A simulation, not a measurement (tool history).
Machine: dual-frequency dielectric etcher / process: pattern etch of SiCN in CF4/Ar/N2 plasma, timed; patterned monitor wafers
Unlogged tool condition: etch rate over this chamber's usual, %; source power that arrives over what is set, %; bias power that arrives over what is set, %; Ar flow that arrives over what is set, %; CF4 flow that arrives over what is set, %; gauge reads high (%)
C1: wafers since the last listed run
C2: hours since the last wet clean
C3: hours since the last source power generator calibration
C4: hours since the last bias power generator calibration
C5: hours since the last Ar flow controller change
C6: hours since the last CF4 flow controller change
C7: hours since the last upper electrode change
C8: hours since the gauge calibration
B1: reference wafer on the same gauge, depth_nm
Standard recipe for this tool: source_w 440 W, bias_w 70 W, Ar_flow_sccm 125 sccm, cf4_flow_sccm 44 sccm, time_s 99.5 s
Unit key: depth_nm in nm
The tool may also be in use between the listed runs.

Run 1, hour 0.0: usual settings but time_s 78.0 s; C1 0; C2 273.8; C3 1494.8; C4 2221.0; C5 5113.0; C6 2946.8; C7 2532.0; C8 110.6; B1 60.6. Result: depth_nm 58.2 nm.
Run 2, hour 9.3: usual settings but time_s 78.0 s; C1 79; C2 283.1; C3 1504.1; C4 2230.3; C5 5122.3; C6 2956.1; C7 2541.3; C8 119.9; B1 60.6. Result: depth_nm 58.2 nm.
At hour 36.4: wet clean of the chamber.
Run 3, hour 36.9: usual settings; C1 30; C2 0.5; C3 1531.7; C4 2257.9; C5 5149.9; C6 2983.7; C7 2568.9; C8 147.5; B1 60.6. Result: depth_nm 75.2 nm.
Run 4, hour 37.3: usual settings; C1 3; C2 0.9; C3 1532.1; C4 2258.3; C5 5150.3; C6 2984.1; C7 2569.3; C8 147.9; B1 60.6. Result: depth_nm 75.1 nm.
Run 5, hour 38.3: usual settings; C1 8; C2 1.9; C3 1533.1; C4 2259.3; C5 5151.3; C6 2985.1; C7 2570.3; C8 148.9; B1 60.5. Result: depth_nm 75.2 nm.
Run 6, hour 47.3: usual settings; C1 76; C2 10.9; C3 1542.1; C4 2268.3; C5 5160.3; C6 2994.1; C7 2579.3; C8 157.9; B1 60.6. Result: depth_nm 75.2 nm.
At hour 59.5: bias power generator calibrated.
Run 7, hour 61.8: usual settings; C1 89; C2 25.4; C3 1556.6; C4 2.3; C5 5174.8; C6 3008.6; C7 2593.8; C8 172.4; B1 60.6. Result: depth_nm 75.5 nm.
At hour 68.4: CF4 flow controller replaced.
At hour 104.0: upper electrode replaced.
Run 8, hour 104.5: usual settings; C1 107; C2 68.1; C3 1599.3; C4 45.0; C5 5217.5; C6 36.1; C7 0.5; C8 215.1; B1 60.7. Result: depth_nm 75.3 nm.
Run 9, hour 104.9: usual settings but bias_w 55 W; C1 3; C2 68.5; C3 1599.7; C4 45.4; C5 5217.9; C6 36.5; C7 0.9; C8 215.5; B1 60.6. Result: depth_nm 69.2 nm.
Run 10, hour 111.3: usual settings but source_w 490 W, cf4_flow_sccm 41 sccm; C1 54; C2 74.9; C3 1606.1; C4 51.8; C5 5224.3; C6 42.9; C7 7.3; C8 221.9; B1 60.6. Result: depth_nm 83.2 nm.
At hour 114.2: gauge calibrated.
Run 11, hour 118.4: usual settings but source_w 520 W; C1 60; C2 82.0; C3 1613.2; C4 58.9; C5 5231.4; C6 50.0; C7 14.4; C8 4.2; B1 60.6. Result: depth_nm 89.0 nm.
At hour 131.2: Ar flow controller replaced.
Run 12, hour 131.7: usual settings but source_w 520 W, bias_w 63 W, cf4_flow_sccm 34 sccm, time_s 108.0 s; C1 62; C2 95.3; C3 1626.5; C4 72.2; C5 0.5; C6 63.3; C7 27.7; C8 17.5; B1 60.6. Result: depth_nm 90.4 nm.
At hour 146.6: source power generator calibrated.
Run 13, hour 147.1: usual settings; C1 96; C2 110.7; C3 0.5; C4 87.6; C5 15.9; C6 78.7; C7 43.1; C8 32.9; B1 60.6. Result: depth_nm 71.0 nm.
Run 14, hour 149.4: usual settings but source_w 500 W; C1 19; C2 113.0; C3 2.8; C4 89.9; C5 18.2; C6 81.0; C7 45.4; C8 35.2; B1 60.6. Result: depth_nm 81.1 nm.
Run 15, hour 160.1: usual settings but Ar_flow_sccm 113 sccm, cf4_flow_sccm 34 sccm; C1 90; C2 123.7; C3 13.5; C4 100.6; C5 28.9; C6 91.7; C7 56.1; C8 45.9; B1 60.6. Result: depth_nm 70.6 nm.
Run 16, hour 166.1: usual settings but bias_w 87 W, Ar_flow_sccm 144 sccm, time_s 82.5 s; C1 51; C2 129.7; C3 19.5; C4 106.6; C5 34.9; C6 97.7; C7 62.1; C8 51.9; B1 60.6. Result: depth_nm 62.5 nm.
Run 17, hour 192.6: usual settings but source_w 530 W, bias_w 82 W, Ar_flow_sccm 94 sccm; C1 225; C2 156.2; C3 46.0; C4 133.1; C5 61.4; C6 124.2; C7 88.6; C8 78.4; B1 60.6. Result: depth_nm 96.4 nm.
Run 18, hour 199.5: usual settings but source_w 380 W, bias_w 53 W, Ar_flow_sccm 108 sccm, time_s 126.5 s; C1 58; C2 163.1; C3 52.9; C4 140.0; C5 68.3; C6 131.1; C7 95.5; C8 85.3; B1 60.6. Result: depth_nm 72.6 nm.
Run 19, hour 211.9: usual settings but bias_w 60 W; C1 105; C2 175.5; C3 65.3; C4 152.4; C5 80.7; C6 143.5; C7 107.9; C8 97.7; B1 60.6. Result: depth_nm 67.4 nm.
Run 20, hour 225.8: usual settings; C1 118; C2 189.4; C3 79.2; C4 166.3; C5 94.6; C6 157.4; C7 121.8; C8 111.6; B1 60.6. Result: depth_nm 71.1 nm.
Run 21, hour 243.4: usual settings but time_s 81.0 s; C1 149; C2 207.0; C3 96.8; C4 183.9; C5 112.2; C6 175.0; C7 139.4; C8 129.2; B1 60.6. Result: depth_nm 58.0 nm.

4 ways to go on from here, each from the tool as it stands after run 21. What would each give?
Run A, hour 243.8: usual settings but bias_w 54 W; C1 3; C2 207.4; C3 97.2; C4 184.3; C5 112.6; C6 175.4; C7 139.8; C8 129.6; B1 ?. Result: depth_nm ?.
Run B, hour 243.8: usual settings but Ar_flow_sccm 115 sccm, cf4_flow_sccm 55 sccm, time_s 123.5 s; C1 3; C2 207.4; C3 97.2; C4 184.3; C5 112.6; C6 175.4; C7 139.8; C8 129.6; B1 ?. Result: depth_nm ?.
Run C, hour 243.8: usual settings but Ar_flow_sccm 113 sccm, cf4_flow_sccm 37 sccm, time_s 125.0 s; C1 3; C2 207.4; C3 97.2; C4 184.3; C5 112.6; C6 175.4; C7 139.8; C8 129.6; B1 ?. Result: depth_nm ?.
Run D, hour 243.8: usual settings but cf4_flow_sccm 38 sccm, time_s 127.0 s; C1 3; C2 207.4; C3 97.2; C4 184.3; C5 112.6; C6 175.4; C7 139.8; C8 129.6; B1 ?. Result: depth_nm ?.

run    B1  depth_nm
  A  60.6      64.9
  B  60.6      92.0
  C  60.6      89.5
  D  60.6      89.4
With no hidden state in the tool, these same runs would have given:
run  depth_nm
  A      65.0
  B      92.2
  C      89.6
  D      89.5

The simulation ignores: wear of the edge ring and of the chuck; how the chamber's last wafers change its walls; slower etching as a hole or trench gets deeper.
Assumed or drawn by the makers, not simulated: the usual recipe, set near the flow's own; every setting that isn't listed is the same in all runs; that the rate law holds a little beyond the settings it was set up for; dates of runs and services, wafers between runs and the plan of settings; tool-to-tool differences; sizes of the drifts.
